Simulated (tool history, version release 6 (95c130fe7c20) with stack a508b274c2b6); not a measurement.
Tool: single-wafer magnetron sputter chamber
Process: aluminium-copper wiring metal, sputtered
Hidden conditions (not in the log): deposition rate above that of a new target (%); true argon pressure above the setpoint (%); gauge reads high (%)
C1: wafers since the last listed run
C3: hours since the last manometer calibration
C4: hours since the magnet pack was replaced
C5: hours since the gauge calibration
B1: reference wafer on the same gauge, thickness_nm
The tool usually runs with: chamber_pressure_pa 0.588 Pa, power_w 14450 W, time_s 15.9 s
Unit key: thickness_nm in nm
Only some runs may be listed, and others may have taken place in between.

Run 1, hour 0.0: usual settings; C1 0; wafers on the sputter target 1433; C3 914.6; C4 8089.0; C5 161.5; B1 270.934. Result: thickness_nm 323.152 nm.
Run 2, hour 97.5: usual settings; C1 2088; wafers on the sputter target 3521; C3 1012.1; C4 8186.5; C5 259.0; B1 270.702. Result: thickness_nm 324.165 nm.
Run 3, hour 137.4: usual settings; C1 854; wafers on the sputter target 4376; C3 1052.0; C4 8226.4; C5 298.9; B1 271.033. Result: thickness_nm 322.733 nm.
Run 4, hour 196.2: usual settings but time_s 17.6 s; C1 1259; wafers on the sputter target 5635; C3 1110.8; C4 8285.2; C5 357.7; B1 270.878. Result: thickness_nm 357.059 nm.
At hour 214.7: sputter target and shields replaced.
Run 5, hour 242.0: usual settings; C1 809; wafers on the sputter target 583; C3 1156.6; C4 8331.0; C5 403.5; B1 270.812. Result: thickness_nm 323.694 nm.
Run 6, hour 288.7: usual settings; C1 1000; wafers on the sputter target 1584; C3 1203.3; C4 8377.7; C5 450.2; B1 270.904. Result: thickness_nm 322.511 nm.
Run 7, hour 346.8: usual settings; C1 1244; wafers on the sputter target 2828; C3 1261.4; C4 8435.8; C5 508.3; B1 271.314. Result: thickness_nm 323.331 nm.
Run 8, hour 391.0: usual settings; C1 946; wafers on the sputter target 3775; C3 1305.6; C4 8480.0; C5 552.5; B1 270.951. Result: thickness_nm 324.222 nm.
Run 9, hour 435.4: usual settings; C1 950; wafers on the sputter target 4726; C3 1350.0; C4 8524.4; C5 596.9; B1 271.136. Result: thickness_nm 322.874 nm.
Run 10, hour 489.6: usual settings but power_w 13150 W; C1 1160; wafers on the sputter target 5887; C3 1404.2; C4 8578.6; C5 651.1; B1 271.175. Result: thickness_nm 292.565 nm.
Run 11, hour 532.6: usual settings; C1 920; wafers on the sputter target 6807; C3 1447.2; C4 8621.6; C5 694.1; B1 270.866. Result: thickness_nm 322.810 nm.
At hour 565.3: sputter target and shields replaced.
Run 12, hour 565.8: usual settings; C1 539; wafers on the sputter target 10; C3 1480.4; C4 8654.8; C5 727.3; B1 270.844. Result: thickness_nm 323.472 nm.
Run 13, hour 589.1: usual settings; C1 499; wafers on the sputter target 509; C3 1503.7; C4 8678.1; C5 750.6; B1 271.076. Result: thickness_nm 323.750 nm.
Run 14, hour 616.2: usual settings; C1 580; wafers on the sputter target 1089; C3 1530.8; C4 8705.2; C5 777.7; B1 270.848. Result: thickness_nm 322.869 nm.
Run 15, hour 672.7: usual settings but chamber_pressure_pa 0.492 Pa, power_w 15250 W; C1 1210; wafers on the sputter target 2299; C3 1587.3; C4 8761.7; C5 834.2; B1 270.712. Result: thickness_nm 358.516 nm.
Run 16, hour 731.7: usual settings but chamber_pressure_pa 0.492 Pa, power_w 15250 W; C1 1263; wafers on the sputter target 3563; C3 1646.3; C4 8820.7; C5 893.2; B1 270.979. Result: thickness_nm 359.118 nm.
Run 17, hour 801.1: usual settings but power_w 13150 W; C1 1486; wafers on the sputter target 5049; C3 1715.7; C4 8890.1; C5 962.6; B1 270.824. Result: thickness_nm 293.840 nm.
At hour 826.5: gauge calibrated.
Run 18, hour 843.0: usual settings but power_w 16550 W; C1 897; wafers on the sputter target 5947; C3 1757.6; C4 8932.0; C5 16.5; B1 270.850. Result: thickness_nm 370.239 nm.
At hour 851.8: sputter target and shields replaced.
Run 19, hour 889.1: usual settings; C1 816; wafers on the sputter target 797; C3 1803.7; C4 8978.1; C5 62.6; B1 270.994. Result: thickness_nm 323.816 nm.
Run 20, hour 922.4: usual settings but chamber_pressure_pa 0.686 Pa, power_w 11050 W, time_s 17.0 s; C1 713; wafers on the sputter target 1511; C3 1837.0; C4 9011.4; C5 95.9; B1 270.920. Result: thickness_nm 250.097 nm.
At hour 972.3: magnet pack replaced.
Run 21, hour 972.8: usual settings; C1 908; wafers on the sputter target 2419; C3 1887.4; C4 0.5; C5 146.3; B1 270.881. Result: thickness_nm 321.947 nm.
At hour 990.8: capacitance manometer re-zeroed and calibrated.
Run 22, hour 1037.8: usual settings but power_w 11750 W, time_s 18.5 s; C1 1220; wafers on the sputter target 3639; C3 47.0; C4 65.5; C5 211.3; B1 270.785. Result: thickness_nm 298.745 nm.
Run 23, hour 1099.1: usual settings but chamber_pressure_pa 0.447 Pa, power_w 11350 W, time_s 17.7 s; C1 1312; wafers on the sputter target 4952; C3 108.3; C4 126.8; C5 272.6; B1 271.001. Result: thickness_nm 297.528 nm.
At hour 1133.8: sputter target and shields replaced.
Run 24, hour 1150.3: usual settings; C1 925; wafers on the sputter target 352; C3 159.5; C4 178.0; C5 323.8; B1 270.951. Result: thickness_nm 314.101 nm.
Run 25, hour 1191.3: usual settings; C1 878; wafers on the sputter target 1230; C3 200.5; C4 219.0; C5 364.8; B1 271.130. Result: thickness_nm 313.202 nm.
Run 26, hour 1246.0: usual settings but chamber_pressure_pa 0.363 Pa, power_w 11700 W; C1 1171; wafers on the sputter target 2402; C3 255.2; C4 273.7; C5 419.5; B1 270.937. Result: thickness_nm 290.051 nm.
Run 27, hour 1286.0: usual settings; C1 856; wafers on the sputter target 3259; C3 295.2; C4 313.7; C5 459.5; B1 270.920. Result: thickness_nm 313.300 nm.
Run 28, hour 1319.1: usual settings but chamber_pressure_pa 0.429 Pa, power_w 17800 W; C1 708; wafers on the sputter target 3968; C3 328.3; C4 346.8; C5 492.6; B1 270.799. Result: thickness_nm 423.851 nm.
At hour 1358.9: capacitance manometer re-zeroed and calibrated, repeated, since the last time left the tool worse.
At hour 1432.0: sputter target and shields replaced.
Run 29, hour 1432.5: usual settings but chamber_pressure_pa 0.755 Pa, power_w 12250 W, time_s 14.3 s; C1 2086; wafers on the sputter target 11; C3 73.6; C4 460.2; C5 606.0; B1 270.806. Result: thickness_nm 230.918 nm.
Run 30, hour 1478.1: usual settings but power_w 11400 W; C1 976; wafers on the sputter target 987; C3 119.2; C4 505.8; C5 651.6; B1 270.904. Result: thickness_nm 259.044 nm.
Run 31, hour 1513.3: usual settings but chamber_pressure_pa 0.387 Pa; C1 753; wafers on the sputter target 1741; C3 154.4; C4 541.0; C5 686.8; B1 270.921. Result: thickness_nm 363.548 nm.
Run 32, hour 1537.9: usual settings but time_s 13.6 s; C1 526; wafers on the sputter target 2268; C3 179.0; C4 565.6; C5 711.4; B1 271.008. Result: thickness_nm 280.897 nm.
Run 33, hour 1594.5: usual settings but chamber_pressure_pa 0.494 Pa, power_w 12900 W, time_s 18.6 s; C1 1212; wafers on the sputter target 3480; C3 235.6; C4 622.2; C5 768.0; B1 271.225. Result: thickness_nm 359.034 nm.

How the hidden state differs across the entries between the runs, from the last listed run before each to the first after it:
Runs 4 to 5: sputter target and shields replaced (hour 214.7)
  true argon pressure above the setpoint (%): 7.6 -> 7.71
  what was measured, less what the result would be without the hidden state, thickness_nm: -7.901 -> -7.261 nm
Runs 11 to 12: sputter target and shields replaced (hour 565.3)
  true argon pressure above the setpoint (%): 8.22 -> 8.26
  what was measured, less what the result would be without the hidden state, thickness_nm: -7.723 -> -7.782 nm
Runs 17 to 18: gauge calibrated (hour 826.5)
  true argon pressure above the setpoint (%): 8.52 -> 8.56
  what was measured, less what the result would be without the hidden state, thickness_nm: -7.296 -> -9.234 nm
Runs 18 to 19: sputter target and shields replaced (hour 851.8)
  true argon pressure above the setpoint (%): 8.56 -> 8.6
  what was measured, less what the result would be without the hidden state, thickness_nm: -9.234 -> -8.113 nm
Runs 20 to 21: magnet pack replaced (hour 972.3)
  true argon pressure above the setpoint (%): 8.63 -> 8.66
  what was measured, less what the result would be without the hidden state, thickness_nm: -7.171 -> -8.126 nm
Runs 21 to 22: capacitance manometer re-zeroed and calibrated (hour 990.8)
  true argon pressure above the setpoint (%): 8.66 -> 16.6
  what was measured, less what the result would be without the hidden state, thickness_nm: -8.126 -> -14.500 nm
Runs 23 to 24: sputter target and shields replaced (hour 1133.8)
  true argon pressure above the setpoint (%): 17.2 -> 17.8
  what was measured, less what the result would be without the hidden state, thickness_nm: -11.816 -> -16.371 nm
Runs 28 to 29: capacitance manometer re-zeroed and calibrated, repeated, since the last time left the tool worse (hour 1358.9); sputter target and shields replaced (hour 1432.0)
  true argon pressure above the setpoint (%): 19.2 -> 2.08
  what was measured, less what the result would be without the hidden state, thickness_nm: -18.120 -> -1.717 nm

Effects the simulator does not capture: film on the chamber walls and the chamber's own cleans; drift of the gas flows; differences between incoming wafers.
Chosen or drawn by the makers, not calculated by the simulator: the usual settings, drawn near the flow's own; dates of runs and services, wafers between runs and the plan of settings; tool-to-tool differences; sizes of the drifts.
